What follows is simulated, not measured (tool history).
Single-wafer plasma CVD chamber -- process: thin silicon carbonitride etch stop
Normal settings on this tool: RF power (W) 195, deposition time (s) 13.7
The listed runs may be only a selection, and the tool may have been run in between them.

run,hour,RF power (W),deposition time (s),wafers since the last listed run,hours since the last thermocouple change,hours since the last RF generator calibration,hours since the showerhead was replaced,hours since the gauge calibration,"read-back reference wafer on the same gauge, thickness_nm",mean film thickness on the monitor wafer (Å)
1,0.0,195,15.0,0,2155.5,1860.2,5618.0,103.9,8.166,105.46
2,13.8,195,15.0,379,2169.3,1874.0,5631.8,117.7,8.166,105.29
3,24.6,195,12.8,297,2180.1,1884.8,5642.6,128.5,8.170,89.53
4,37.2,195,13.7,346,2192.7,1897.4,5655.2,141.1,8.176,96.17
5,49.8,195,13.7,346,2205.3,1910.0,5667.8,153.7,8.179,96.34
6,57.7,195,13.7,217,2213.2,1917.9,5675.7,161.6,8.176,96.28
7,65.7,195,13.7,220,2221.2,1925.9,5683.7,169.6,8.181,96.37
8,82.6,195,13.7,464,2238.1,1942.8,5700.6,186.5,8.187,96.42
9,96.6,195,13.7,385,2252.1,1956.8,5714.6,200.5,8.188,96.06
10,112.6,195,14.5,440,2268.1,1972.8,5730.6,216.5,8.186,101.89
11,119.0,195,14.5,176,2274.5,1979.2,5737.0,222.9,8.192,101.94
12,136.4,180,13.7,478,2291.9,1996.6,5754.4,240.3,8.191,94.82
# hour 138.4: gauge calibrated
13,144.9,180,13.7,233,2300.4,2005.1,5762.9,6.5,8.115,93.80
14,152.2,180,13.7,200,2307.7,2012.4,5770.2,13.8,8.131,93.95
15,163.3,195,13.7,305,2318.8,2023.5,5781.3,24.9,8.135,95.78
# hour 181.5: thermocouple changed; heater temperature recalibrated
16,182.0,195,13.7,294,0.5,2042.2,5800.0,43.6,8.154,96.07
17,195.3,170,11.5,365,13.8,2055.5,5813.3,56.9,8.157,78.63
18,209.0,170,12.5,376,27.5,2069.2,5827.0,70.6,8.167,85.04
19,221.1,230,12.9,332,39.6,2081.3,5839.1,82.7,8.165,93.79
20,229.9,220,14.8,242,48.4,2090.1,5847.9,91.5,8.171,106.58
21,236.8,180,12.3,189,55.3,2097.0,5854.8,98.4,8.176,85.10
22,243.2,195,13.7,176,61.7,2103.4,5861.2,104.8,8.173,96.17
23,255.8,210,12.0,346,74.3,2116.0,5873.8,117.4,8.176,85.66
# hour 276.2: showerhead replaced
24,276.7,165,12.1,354,95.2,2136.9,0.5,138.3,8.185,82.25
25,278.3,225,11.6,44,96.8,2138.5,2.1,139.9,8.183,83.84
# hour 291.7: RF generator calibrated
26,292.2,165,15.0,162,110.7,0.5,16.0,153.8,8.189,101.98
27,307.0,220,12.8,407,125.5,15.3,30.8,168.6,8.191,92.47
28,320.9,210,13.7,382,139.4,29.2,44.7,182.5,8.192,97.93
29,330.5,195,13.7,264,149.0,38.8,54.3,192.1,8.190,96.43
30,345.0,165,14.8,398,163.5,53.3,68.8,206.6,8.191,100.70
31,356.8,210,13.7,324,175.3,65.1,80.6,218.4,8.193,98.11
32,371.6,165,14.9,407,190.1,79.9,95.4,233.2,8.199,101.69
33,378.0,195,13.7,176,196.5,86.3,101.8,239.6,8.193,96.28
34,387.4,225,12.1,258,205.9,95.7,111.2,249.0,8.200,87.97
35,402.0,195,13.7,401,220.5,110.3,125.8,263.6,8.198,96.56
# hour 404.2: gauge calibrated
36,414.6,170,11.1,346,233.1,122.9,138.4,10.4,8.113,75.38
37,421.9,230,13.7,200,240.4,130.2,145.7,17.7,8.126,98.92

Results for each run, recomputed without the tool's hidden state and with each run's random variation untouched:
Hidden state present: wafer temperature above the value expected at the setpoint (K); delivered RF power above the setpoint (%); gauge reads high (%).
run,mean film thickness on the monitor wafer (Å)
1,104.72
2,104.50
3,88.83
4,95.38
5,95.51
6,95.45
7,95.52
8,95.53
9,95.16
10,100.92
11,100.97
12,93.89
13,93.70
14,93.77
15,95.49
16,95.62
17,78.19
18,84.49
19,93.12
20,105.78
21,84.44
22,95.40
23,84.93
24,81.50
25,83.07
26,101.01
27,91.56
28,96.94
29,95.45
30,99.65
31,97.08
32,100.60
33,95.24
34,87.01
35,95.50
36,75.31
37,98.75
